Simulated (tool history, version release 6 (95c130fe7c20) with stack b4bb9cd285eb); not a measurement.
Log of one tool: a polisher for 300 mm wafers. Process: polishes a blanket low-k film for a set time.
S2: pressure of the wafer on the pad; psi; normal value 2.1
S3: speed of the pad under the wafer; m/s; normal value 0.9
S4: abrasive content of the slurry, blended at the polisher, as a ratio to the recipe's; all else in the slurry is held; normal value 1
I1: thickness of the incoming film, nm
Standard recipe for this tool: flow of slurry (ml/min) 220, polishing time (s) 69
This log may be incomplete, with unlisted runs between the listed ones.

run 1 day=0 | flow_of_slurry_(ml/min)=220 S2=2.1 S3=0.98 S4=1 polishing_time_(s)=69 | I1=450.9 | film_removed_(angstrom)=321
-- day=1.8 slurry blender recalibrated
run 2 day=2.383 | flow_of_slurry_(ml/min)=220 S2=2.1 S3=0.98 S4=1 polishing_time_(s)=69 | I1=449.4 | film_removed_(angstrom)=306
-- day=4.483 conditioning disc replaced and pad reconditioned
run 3 day=4.871 | flow_of_slurry_(ml/min)=220 S2=2.1 S3=0.98 S4=1 polishing_time_(s)=69 | I1=444.4 | film_removed_(angstrom)=293
run 4 day=6.696 | flow_of_slurry_(ml/min)=220 S2=2.1 S3=0.9 S4=1 polishing_time_(s)=69 | I1=443.5 | film_removed_(angstrom)=269
-- day=8.092 worn pad replaced by a new one
run 5 day=10.212 | flow_of_slurry_(ml/min)=220 S2=2.1 S3=0.9 S4=1 polishing_time_(s)=69 | I1=451 | film_removed_(angstrom)=300
run 6 day=13.329 | flow_of_slurry_(ml/min)=220 S2=2.1 S3=0.9 S4=1 polishing_time_(s)=69 | I1=444.5 | film_removed_(angstrom)=284
-- day=14.542 slurry blender recalibrated
run 7 day=15.958 | flow_of_slurry_(ml/min)=220 S2=2.1 S3=0.9 S4=1 polishing_time_(s)=69 | I1=453.1 | film_removed_(angstrom)=278
-- day=16.675 conditioning disc replaced and pad reconditioned
-- day=17.442 worn pad replaced by a new one
run 8 day=19.017 | flow_of_slurry_(ml/min)=220 S2=2.1 S3=0.9 S4=1 polishing_time_(s)=53 | I1=448 | film_removed_(angstrom)=232
-- day=19.308 slurry nozzle cleaned
run 9 day=22.383 | flow_of_slurry_(ml/min)=220 S2=2.1 S3=0.9 S4=0.8 polishing_time_(s)=69 | I1=443.8 | film_removed_(angstrom)=255
run 10 day=25.142 | flow_of_slurry_(ml/min)=250 S2=1.7 S3=0.9 S4=0.8 polishing_time_(s)=76 | I1=457.4 | film_removed_(angstrom)=238
-- day=25.704 head pressure recalibrated
run 11 day=26.842 | flow_of_slurry_(ml/min)=220 S2=2.4 S3=0.9 S4=1 polishing_time_(s)=83 | I1=451.9 | film_removed_(angstrom)=361
-- day=27.25 slurry blender recalibrated
run 12 day=28.721 | flow_of_slurry_(ml/min)=220 S2=1.8 S3=0.9 S4=1 polishing_time_(s)=69 | I1=450.1 | film_removed_(angstrom)=232

For run 13, what comes out?
-- day=28.929 conditioning disc replaced and pad reconditioned
-- day=29.488 worn pad replaced by a new one
run 13 day=30.225 | flow_of_slurry_(ml/min)=185 S2=2.1 S3=1.04 S4=1 polishing_time_(s)=69 | I1=447.8 | film_removed_(angstrom)=?

Run 13 produced film removed (angstrom) 339.
Take away the tool's hidden state, keep the run-to-run variation as it was, and the same run would have given film removed (angstrom) 343.
